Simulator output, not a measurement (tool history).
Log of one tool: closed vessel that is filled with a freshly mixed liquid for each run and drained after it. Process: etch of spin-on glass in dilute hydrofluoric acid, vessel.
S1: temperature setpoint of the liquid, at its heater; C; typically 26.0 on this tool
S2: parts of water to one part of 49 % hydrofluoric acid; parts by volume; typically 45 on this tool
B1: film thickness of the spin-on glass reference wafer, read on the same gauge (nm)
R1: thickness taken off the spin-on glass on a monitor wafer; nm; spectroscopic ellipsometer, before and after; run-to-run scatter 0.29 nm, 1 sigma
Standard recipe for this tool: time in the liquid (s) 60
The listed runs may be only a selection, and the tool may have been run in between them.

run 1 hour=0.0 | S1=24.0 S2=45 time_in_the_liquid_(s)=60 | B1=150.01 | R1=49.66
run 2 hour=12.4 | S1=24.0 S2=45 time_in_the_liquid_(s)=60 | B1=149.98 | R1=49.77
run 3 hour=18.8 | S1=26.0 S2=45 time_in_the_liquid_(s)=60 | B1=150.03 | R1=54.11
run 4 hour=28.7 | S1=26.0 S2=45 time_in_the_liquid_(s)=35 | B1=150.00 | R1=31.49
run 5 hour=45.2 | S1=28.5 S2=45 time_in_the_liquid_(s)=60 | B1=150.01 | R1=60.08
run 6 hour=51.3 | S1=28.5 S2=45 time_in_the_liquid_(s)=60 | B1=150.04 | R1=60.75
run 7 hour=69.2 | S1=28.5 S2=45 time_in_the_liquid_(s)=60 | B1=149.99 | R1=60.47
run 8 hour=83.5 | S1=27.5 S2=45 time_in_the_liquid_(s)=60 | B1=150.01 | R1=57.66
run 9 hour=91.2 | S1=27.5 S2=45 time_in_the_liquid_(s)=60 | B1=150.00 | R1=58.20
run 10 hour=106.2 | S1=27.5 S2=45 time_in_the_liquid_(s)=60 | B1=150.05 | R1=58.30
run 11 hour=123.8 | S1=26.0 S2=45 time_in_the_liquid_(s)=60 | B1=149.98 | R1=54.50
run 12 hour=140.2 | S1=29.5 S2=60 time_in_the_liquid_(s)=60 | B1=150.00 | R1=46.36
run 13 hour=153.1 | S1=29.5 S2=60 time_in_the_liquid_(s)=60 | B1=149.99 | R1=46.63
run 14 hour=168.3 | S1=26.0 S2=45 time_in_the_liquid_(s)=60 | B1=149.99 | R1=54.57
run 15 hour=176.2 | S1=26.0 S2=45 time_in_the_liquid_(s)=60 | B1=150.04 | R1=54.31
run 16 hour=194.1 | S1=26.0 S2=45 time_in_the_liquid_(s)=60 | B1=149.95 | R1=55.17
run 17 hour=205.7 | S1=27.5 S2=25 time_in_the_liquid_(s)=75 | B1=149.95 | R1=134.98
run 18 hour=216.7 | S1=26.0 S2=45 time_in_the_liquid_(s)=60 | B1=150.00 | R1=54.57
run 19 hour=231.0 | S1=28.0 S2=60 time_in_the_liquid_(s)=85 | B1=149.96 | R1=62.61
run 20 hour=240.1 | S1=26.0 S2=60 time_in_the_liquid_(s)=35 | B1=149.95 | R1=23.66
run 21 hour=251.6 | S1=30.0 S2=25 time_in_the_liquid_(s)=75 | B1=149.99 | R1=149.77
-- hour=264.8 hydrofluoric acid flow meter replaced
run 22 hour=265.3 | S1=30.5 S2=45 time_in_the_liquid_(s)=60 | B1=149.97 | R1=58.61
run 23 hour=279.7 | S1=26.0 S2=60 time_in_the_liquid_(s)=60 | B1=150.03 | R1=36.18
run 24 hour=294.2 | S1=31.0 S2=65 time_in_the_liquid_(s)=85 | B1=150.02 | R1=57.39
run 25 hour=307.0 | S1=26.0 S2=45 time_in_the_liquid_(s)=60 | B1=150.06 | R1=49.16
run 26 hour=321.0 | S1=26.0 S2=55 time_in_the_liquid_(s)=60 | B1=150.01 | R1=39.79
run 27 hour=336.1 | S1=26.0 S2=50 time_in_the_liquid_(s)=90 | B1=150.04 | R1=66.31
-- hour=339.9 gauge calibrated
-- hour=363.0 thermometer replaced
run 28 hour=384.1 | S1=27.5 S2=35 time_in_the_liquid_(s)=80 | B1=150.06 | R1=101.86
run 29 hour=395.5 | S1=26.0 S2=40 time_in_the_liquid_(s)=60 | B1=150.01 | R1=62.61
run 30 hour=435.5 | S1=29.5 S2=45 time_in_the_liquid_(s)=30 | B1=149.96 | R1=31.47
run 31 hour=446.7 | S1=26.0 S2=45 time_in_the_liquid_(s)=60 | B1=150.00 | R1=55.75
run 32 hour=460.9 | S1=27.5 S2=35 time_in_the_liquid_(s)=80 | B1=150.06 | R1=102.59
run 33 hour=471.1 | S1=26.0 S2=55 time_in_the_liquid_(s)=80 | B1=149.99 | R1=60.12

Measured less the same run without the tool's hidden state. The same run-to-run variation is in both; the gauge's scatter may not be:
What the log doesn't record here: liquid colder than its thermometer reads (K); hydrofluoric acid flow above the setpoint (%); gauge reads high (%).
run=1 R1=-0.60
run=2 R1=-0.57
run=3 R1=-0.49
run=4 R1=-0.26
run=5 R1=-0.30
run=6 R1=-0.28
run=7 R1=-0.23
run=8 R1=-0.21
run=9 R1=-0.18
run=10 R1=-0.12
run=11 R1=-0.13
run=12 R1=+0.26
run=13 R1=+0.29
run=14 R1=+0.03
run=15 R1=+0.05
run=16 R1=+0.12
run=17 R1=-0.07
run=18 R1=+0.17
run=19 R1=+0.62
run=20 R1=+0.18
run=21 R1=+0.72
run=22 R1=-6.72
run=23 R1=-4.20
run=24 R1=-6.27
run=25 R1=-5.70
run=26 R1=-4.52
run=27 R1=-7.48
run=28 R1=+0.71
run=29 R1=+0.50
run=30 R1=+0.35
run=31 R1=+0.66
run=32 R1=+1.30
run=33 R1=+0.86
